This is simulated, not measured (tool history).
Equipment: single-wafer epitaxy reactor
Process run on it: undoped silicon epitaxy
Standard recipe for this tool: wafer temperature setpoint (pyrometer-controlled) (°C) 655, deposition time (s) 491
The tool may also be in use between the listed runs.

run,day,wafer temperature setpoint (pyrometer-controlled) (°C),deposition time (s),wafers since the last listed run,hours since the last pyrometer calibration,hours since the gauge calibration,"read-back reference wafer on the same gauge, thickness_nm",mean film thickness on the monitor wafer (Å)
1,0,651,443,0,685.3,701.6,106.72,793.21
2,2.954,651,443,162,756.2,772.5,106.484,787.24
3,5.467,655,491,137,816.5,832.8,106.993,933.06
4,13.271,655,491,428,1003.8,1020.1,107.189,933.71
5,15.279,650,491,110,1052,1068.3,107.131,841.87
6,17.733,655,491,134,1110.9,1127.2,106.724,938.6
7,20.554,655,535,154,1178.6,1194.9,106.96,1010.31
8,22.038,648,491,81,1214.2,1230.5,107.316,809.81
9,23.638,655,491,87,1252.6,1268.9,106.928,921.38
# day 24.721: gauge calibrated
# day 25.779: pyrometer calibrated
10,25.8,655,491,100,0.5,25.9,107.128,959.83
11,27.625,655,568,100,44.3,69.7,107.152,1111.67
12,30.442,647,544,154,111.9,137.3,106.687,910.6
13,32.783,651,443,128,168.1,193.5,106.849,796.15
14,35.133,655,448,128,224.5,249.9,106.794,867.77
15,36.492,655,491,74,257.1,282.5,106.864,964.37
16,38.629,640,454,117,308.4,333.8,107.014,654.49
17,40.821,655,394,120,361,386.4,106.937,770.21
18,43.233,659,440,132,418.9,444.3,107.064,920.1

Estimate the outcome of run 19 from the log above:
19,44.508,655,584,69,449.5,474.9,?,?

Run 19 measured read-back reference wafer on the same gauge, thickness_nm 106.484, mean film thickness on the monitor wafer (Å) 1145.24.
Take away the tool's hidden state, keep the run-to-run variation as it was, and the same run would have given mean film thickness on the monitor wafer (Å) 1167.27.
